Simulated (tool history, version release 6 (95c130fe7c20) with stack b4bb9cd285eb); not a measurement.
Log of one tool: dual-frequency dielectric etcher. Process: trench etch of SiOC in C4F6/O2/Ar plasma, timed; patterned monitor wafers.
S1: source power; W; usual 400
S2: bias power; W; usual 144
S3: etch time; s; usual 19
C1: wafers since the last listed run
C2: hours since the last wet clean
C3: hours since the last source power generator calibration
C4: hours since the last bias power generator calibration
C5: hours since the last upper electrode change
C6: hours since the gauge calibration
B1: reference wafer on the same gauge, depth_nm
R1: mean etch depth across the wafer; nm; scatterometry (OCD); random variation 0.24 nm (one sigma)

| run | hour | S1 | S2 | S3 | C1 | C2 | C3 | C4 | C5 | C6 | B1 | R1 |
|---|---|---|---|---|---|---|---|---|---|---|---|---|
| 1 | 0 | 400 | 164 | 19 | 0 | 193.6 | 4230.2 | 2398 | 2029.3 | 134.5 | 40.19 | 35.84 |
| 2 | 39.8 | 400 | 164 | 19 | 713 | 233.4 | 4270 | 2437.8 | 2069.1 | 174.3 | 40.2 | 35.82 |
| 3 | 66.3 | 400 | 164 | 19 | 475 | 259.9 | 4296.5 | 2464.3 | 2095.6 | 200.8 | 40.12 | 35.28 |
| 4 | 130 | 400 | 144 | 19 | 1142 | 323.6 | 4360.2 | 2528 | 2159.3 | 264.5 | 40.24 | 34.26 |
| 5 | 165 | 400 | 144 | 19 | 627 | 358.6 | 4395.2 | 2563 | 2194.3 | 299.5 | 40.21 | 34.52 |
| 6 | 217.4 | 400 | 144 | 19 | 940 | 411 | 4447.6 | 2615.4 | 2246.7 | 351.9 | 40.28 | 33.82 |
|  | 248.8 | source power generator calibrated |
| 7 | 277.8 | 340 | 144 | 19 | 1011 | 471.4 | 29 | 2675.8 | 2307.1 | 412.3 | 40.25 | 31.37 |
|  | 323 | wet clean of the chamber |
| 8 | 323.5 | 340 | 144 | 19 | 389 | 0.5 | 74.7 | 2721.5 | 2352.8 | 458 | 40.21 | 32.66 |
| 9 | 373.2 | 400 | 144 | 19 | 891 | 50.2 | 124.4 | 2771.2 | 2402.5 | 507.7 | 40.22 | 34.85 |
| 10 | 422.3 | 300 | 122 | 22 | 880 | 99.3 | 173.5 | 2820.3 | 2451.6 | 556.8 | 40.23 | 34.11 |
|  | 469.1 | upper electrode replaced |
| 11 | 492.2 | 400 | 165 | 19 | 823 | 169.2 | 243.4 | 2890.2 | 23.1 | 626.7 | 40.21 | 36.26 |
| 12 | 524.8 | 400 | 144 | 19 | 584 | 201.8 | 276 | 2922.8 | 55.7 | 659.3 | 40.16 | 34.52 |
|  | 575.6 | gauge calibrated |
|  | 591.5 | bias power generator calibrated |
| 13 | 671.4 | 400 | 110 | 19 | 2558 | 348.4 | 422.6 | 79.9 | 202.3 | 95.8 | 40.16 | 31.39 |
|  | 730.6 | wet clean of the chamber |
| 14 | 731.1 | 400 | 144 | 19 | 640 | 0.5 | 482.3 | 139.6 | 262 | 155.5 | 40.16 | 34.9 |
| 15 | 780.1 | 400 | 162 | 23.5 | 879 | 49.5 | 531.3 | 188.6 | 311 | 204.5 | 40.22 | 44.89 |
| 16 | 828.8 | 450 | 173 | 15.5 | 873 | 98.2 | 580 | 237.3 | 359.7 | 253.2 | 40.2 | 31.4 |

Hidden state or all else? Some run-to-run changes of R1, split into what the settings, what came in and random variation would give without the hidden state, and what is left for the hidden state (with any gauge scatter that isn't in both results):
The hidden state here: etch rate over this chamber's usual, %; source power that arrives over what is set, %; bias power that arrives over what is set, %; gauge reads high (%).
Run 7 -> 8: wet clean of the chamber. R1 +1.29 nm: hidden state +1.42, all else -0.13.
Run 15 -> 16: S1 400 -> 450, S2 162 -> 173, S3 23.5 -> 15.5. R1 -13.49 nm: hidden state -0.09, all else -13.4.

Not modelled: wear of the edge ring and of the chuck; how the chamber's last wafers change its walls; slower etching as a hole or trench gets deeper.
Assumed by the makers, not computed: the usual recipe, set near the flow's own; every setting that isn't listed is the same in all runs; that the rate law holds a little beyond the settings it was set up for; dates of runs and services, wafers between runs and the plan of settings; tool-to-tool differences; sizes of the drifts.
